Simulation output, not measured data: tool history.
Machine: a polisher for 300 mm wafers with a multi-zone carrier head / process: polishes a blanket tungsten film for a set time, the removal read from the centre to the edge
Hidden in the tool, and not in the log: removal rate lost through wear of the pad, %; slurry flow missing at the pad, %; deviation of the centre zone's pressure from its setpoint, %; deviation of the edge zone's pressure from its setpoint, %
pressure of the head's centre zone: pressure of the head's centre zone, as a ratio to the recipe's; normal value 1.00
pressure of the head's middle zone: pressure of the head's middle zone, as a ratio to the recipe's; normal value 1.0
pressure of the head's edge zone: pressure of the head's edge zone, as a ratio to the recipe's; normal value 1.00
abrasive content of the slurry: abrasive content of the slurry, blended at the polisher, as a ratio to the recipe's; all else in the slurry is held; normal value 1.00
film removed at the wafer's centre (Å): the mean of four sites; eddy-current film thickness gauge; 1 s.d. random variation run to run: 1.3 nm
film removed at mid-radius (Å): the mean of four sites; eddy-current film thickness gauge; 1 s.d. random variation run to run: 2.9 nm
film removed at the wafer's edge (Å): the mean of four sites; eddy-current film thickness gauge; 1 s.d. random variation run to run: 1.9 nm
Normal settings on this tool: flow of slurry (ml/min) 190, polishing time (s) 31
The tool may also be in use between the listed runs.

run   hour  flow of slurry (ml/min)  pressure of the head's centre zone  pressure of the head's middle zone  pressure of the head's edge zone  abrasive content of the slurry  polishing time (s)  wafers since the last listed run  wafers polished on this pad  hours since the slurry nozzle was cleaned  hours since the centre zone pressure was calibrated  hours since the edge zone pressure was calibrated  hours since the carrier head's membrane was replaced  incoming thickness of the incoming film, nm  film removed at the wafer's centre (Å)  film removed at mid-radius (Å)  film removed at the wafer's edge (Å)
  1    0.0                      130                                0.88                                 1.0                              1.00                            1.00                  26                                 0                          888                                      219.6                                                913.8                                              860.8                                                 338.8                                       1420.6                                    1346                            1631                                  1696
  2   15.2                      190                                0.92                                 1.0                              1.00                            1.10                  28                               112                         1000                                      234.8                                                929.0                                              876.0                                                 354.0                                       1406.6                                    1706                            1987                                  1994
  3   46.2                      130                                1.00                                 1.0                              1.00                            1.00                  35                               229                         1230                                      265.8                                                960.0                                              907.0                                                 385.0                                       1406.6                                    2058                            2243                                  2301
      72.4  -- edge zone pressure recalibrated
  4   78.9                      190                                1.00                                 1.0                              1.00                            1.00                  31                               227                         1457                                      298.5                                                992.7                                                6.5                                                 417.7                                       1404.1                                    1971                            2134                                  2143
  5  109.6                      150                                0.89                                 1.0                              1.00                            1.00                  31                               227                         1685                                      329.2                                               1023.4                                               37.2                                                 448.4                                       1408.2                                    1672                            2039                                  2075
     116.5  -- worn pad replaced by a new one
  6  128.1                      190                                1.00                                 1.0                              1.00                            1.00                  31                               107                           85                                      347.7                                               1041.9                                               55.7                                                 466.9                                       1420.7                                    1964                            2131                                  2140
     143.4  -- centre zone pressure recalibrated
  7  148.1                      190                                1.00                                 1.0                              1.00                            0.75                  26                               133                          219                                      367.7                                                  4.7                                               75.7                                                 486.9                                       1420.6                                    1598                            1618                                  1614
  8  161.7                      190                                1.00                                 1.0                              1.00                            1.00                  31                               100                          319                                      381.3                                                 18.3                                               89.3                                                 500.5                                       1402.8                                    2098                            2143                                  2140
  9  186.6                      150                                0.89                                 1.0                              1.00                            1.00                  31                               184                          504                                      406.2                                                 43.2                                              114.2                                                 525.4                                       1420.8                                    1805                            2002                                  2048
 10  212.7                      190                                1.00                                 1.0                              1.00                            1.00                  31                               193                          697                                      432.3                                                 69.3                                              140.3                                                 551.5                                       1398.3                                    2103                            2128                                  2089
 11  242.3                      190                                1.00                                 1.0                              1.00                            1.30                  21                               219                          917                                      461.9                                                 98.9                                              169.9                                                 581.1                                       1381.5                                    1549                            1577                                  1530
     254.7  -- slurry nozzle cleaned
 12  261.8                      190                                1.00                                 1.0                              1.00                            1.00                  37                               137                         1054                                        7.1                                                118.4                                              189.4                                                 600.6                                       1400.2                                    2502                            2467                                  2574
 13  273.9                      190                                1.00                                 1.0                              1.00                            1.25                  31                                89                         1143                                       19.2                                                130.5                                              201.5                                                 612.7                                       1411.9                                    2271                            2199                                  2289
 14  302.1                      190                                1.00                                 1.0                              1.12                            1.00                  40                               208                         1352                                       47.4                                                158.7                                              229.7                                                 640.9                                       1406.7                                    2689                            2776                                  2931
     318.2  -- worn pad replaced by a new one
 15  318.7                      135                                1.00                                 1.0                              1.00                            1.00                  41                                93                            3                                       64.0                                                175.3                                              246.3                                                 657.5                                       1401.9                                    2548                            2599                                  2699
 16  327.9                      190                                1.00                                 1.0                              1.00                            1.00                  31                                68                           71                                       73.2                                                184.5                                              255.5                                                 666.7                                       1381.8                                    2090                            2126                                  2121
 17  342.8                      130                                1.12                                 1.0                              0.96                            1.00                  41                               110                          181                                       88.1                                                199.4                                              270.4                                                 681.6                                       1398.4                                    2845                            2606                                  2588
 18  363.1                      225                                1.10                                 1.0                              1.00                            1.00                  34                               150                          332                                      108.4                                                219.7                                              290.7                                                 701.9                                       1384.1                                    2586                            2398                                  2358
 19  387.0                      190                                1.00                                 1.0                              1.00                            1.00                  31                               177                          509                                      132.3                                                243.6                                              314.6                                                 725.8                                       1373.2                                    2116                            2134                                  2127
 20  414.9                      190                                1.00                                 1.0                              1.08                            1.00                  42                               206                          716                                      160.2                                                271.5                                              342.5                                                 753.7                                       1397.5                                    2839                            2890                                  3028
 21  445.7                      190                                1.00                                 1.0                              1.00                            1.00                  31                               228                          944                                      191.0                                                302.3                                              373.3                                                 784.5                                       1411.9                                    2102                            2086                                  2132

Alternative continuations, all from the tool just after run 21; predict every row:
  A  446.1                      190                                0.89                                 1.0                              1.00                            1.00                  31                                 2                          947                                      191.4                                                302.7                                              373.7                                                 784.9                                       1395.2                                       ?                               ?                                     ?
  B  446.1                      240                                1.00                                 1.0                              0.94                            1.00                  31                                 2                          947                                      191.4                                                302.7                                              373.7                                                 784.9                                       1395.2                                       ?                               ?                                     ?
  C  446.1                      190                                1.07                                 1.0                              1.04                            1.00                  31                                 2                          947                                      191.4                                                302.7                                              373.7                                                 784.9                                       1395.2                                       ?                               ?                                     ?
  D  446.1                      190                                1.09                                 0.9                              1.09                            1.00                  20                                 2                          947                                      191.4                                                302.7                                              373.7                                                 784.9                                       1395.2                                       ?                               ?                                     ?
  E  446.1                      205                                1.00                                 1.0                              1.00                            0.85                  31                                 2                          947                                      191.4                                                302.7                                              373.7                                                 784.9                                       1395.2                                       ?                               ?                                     ?

run  film removed at the wafer's centre (Å)  film removed at mid-radius (Å)  film removed at the wafer's edge (Å)
  A                                    1873                            2096                                  2100
  B                                    2167                            2168                                  2092
  C                                    2221                            2094                                  2141
  D                                    1457                            1274                                  1415
  E                                    2012                            2018                                  2016
Without the tool's hidden state the same runs would have given:
run  film removed at the wafer's centre (Å)  film removed at mid-radius (Å)  film removed at the wafer's edge (Å)
  A                                    1879                            2096                                  2100
  B                                    2174                            2168                                  2092
  C                                    2228                            2094                                  2141
  D                                    1462                            1274                                  1415
  E                                    2018                            2017                                  2016
